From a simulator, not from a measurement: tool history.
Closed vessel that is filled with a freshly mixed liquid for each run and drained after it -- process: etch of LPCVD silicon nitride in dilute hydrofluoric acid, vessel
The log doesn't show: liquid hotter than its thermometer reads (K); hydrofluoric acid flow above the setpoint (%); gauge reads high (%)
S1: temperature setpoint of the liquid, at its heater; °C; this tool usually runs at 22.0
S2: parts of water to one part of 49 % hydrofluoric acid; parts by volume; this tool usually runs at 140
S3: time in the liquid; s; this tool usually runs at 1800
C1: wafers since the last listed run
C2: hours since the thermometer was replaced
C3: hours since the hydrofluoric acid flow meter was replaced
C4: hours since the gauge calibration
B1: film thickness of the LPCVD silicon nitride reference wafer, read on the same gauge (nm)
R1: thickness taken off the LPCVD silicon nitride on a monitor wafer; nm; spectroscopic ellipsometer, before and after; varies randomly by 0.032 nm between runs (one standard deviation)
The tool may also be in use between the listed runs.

run	hour	S1	S2	S3	C1	C2	C3	C4	B1	R1
1	0.0	22.0	140	1800	0	1245.6	451.6	395.1	29.98	6.72
# hour 23.6: hydrofluoric acid flow meter replaced
2	44.0	22.0	140	1800	2025	1289.6	20.4	439.1	30.01	6.27
3	99.1	22.0	140	1800	2595	1344.7	75.5	494.2	30.01	6.36
4	139.7	22.0	140	1800	1912	1385.3	116.1	534.8	29.98	6.32
5	164.6	22.0	140	1800	1173	1410.2	141.0	559.7	29.99	6.39
6	189.0	22.0	140	1800	1149	1434.6	165.4	584.1	29.98	6.44
7	254.9	22.0	140	1800	3104	1500.5	231.3	650.0	30.02	6.53
8	303.6	22.0	140	2620	2294	1549.2	280.0	698.7	30.00	9.47
9	347.1	22.0	140	2620	2049	1592.7	323.5	742.2	30.00	9.64
10	414.0	23.5	190	1800	3151	1659.6	390.4	809.1	29.98	5.41
# hour 432.2: thermometer replaced
11	449.2	22.0	140	1800	1611	17.0	425.6	844.3	29.98	6.67
# hour 451.9: hydrofluoric acid flow meter replaced
12	482.8	22.0	140	2420	1535	50.6	30.9	877.9	29.99	8.46
# hour 513.5: gauge calibrated
13	530.8	22.0	115	1800	2261	98.6	78.9	17.3	30.01	7.71
14	565.0	22.0	140	2805	1611	132.8	113.1	51.5	30.01	9.93
15	760.2	23.5	140	1800	9195	328.0	308.3	246.7	30.00	7.24
16	810.2	17.5	140	2630	2355	378.0	358.3	296.7	30.00	7.08
17	838.4	22.0	140	1800	1328	406.2	386.5	324.9	30.01	6.63
# hour 849.5: hydrofluoric acid flow meter replaced
18	905.7	17.5	70	1800	3123	473.5	56.2	392.2	29.99	9.05
19	939.4	25.5	140	1800	1587	507.2	89.9	425.9	30.02	7.93
20	1000.0	18.5	140	1090	2854	567.8	150.5	486.5	30.02	3.04
21	1037.4	17.0	210	1800	1761	605.2	187.9	523.9	29.98	3.12
22	1065.2	22.0	115	1175	1309	633.0	215.7	551.7	30.01	5.14
23	1102.2	22.0	140	2620	1743	670.0	252.7	588.7	30.00	9.45
24	1134.2	24.5	95	915	1507	702.0	284.7	620.7	30.01	5.73
25	1161.3	23.5	140	2780	1276	729.1	311.8	647.8	30.00	11.15
26	1199.0	22.0	140	1800	1776	766.8	349.5	685.5	30.00	6.64

State the hidden condition of the tool at each of the runs:
liquid hotter than its thermometer reads (K): 0 across all the runs
gauge reads high (%): 0 across all the runs
H1: hydrofluoric acid flow above the setpoint (%)
run	H1
1	8.38
2	0.477
3	1.37
4	2.03
5	2.44
6	2.84
7	3.91
8	4.7
9	5.41
10	6.5
11	7.07
12	0.85
13	1.63
14	2.19
15	5.37
16	6.18
17	6.64
18	1.19
19	1.74
20	2.72
21	3.33
22	3.78
23	4.39
24	4.91
25	5.35
26	5.96

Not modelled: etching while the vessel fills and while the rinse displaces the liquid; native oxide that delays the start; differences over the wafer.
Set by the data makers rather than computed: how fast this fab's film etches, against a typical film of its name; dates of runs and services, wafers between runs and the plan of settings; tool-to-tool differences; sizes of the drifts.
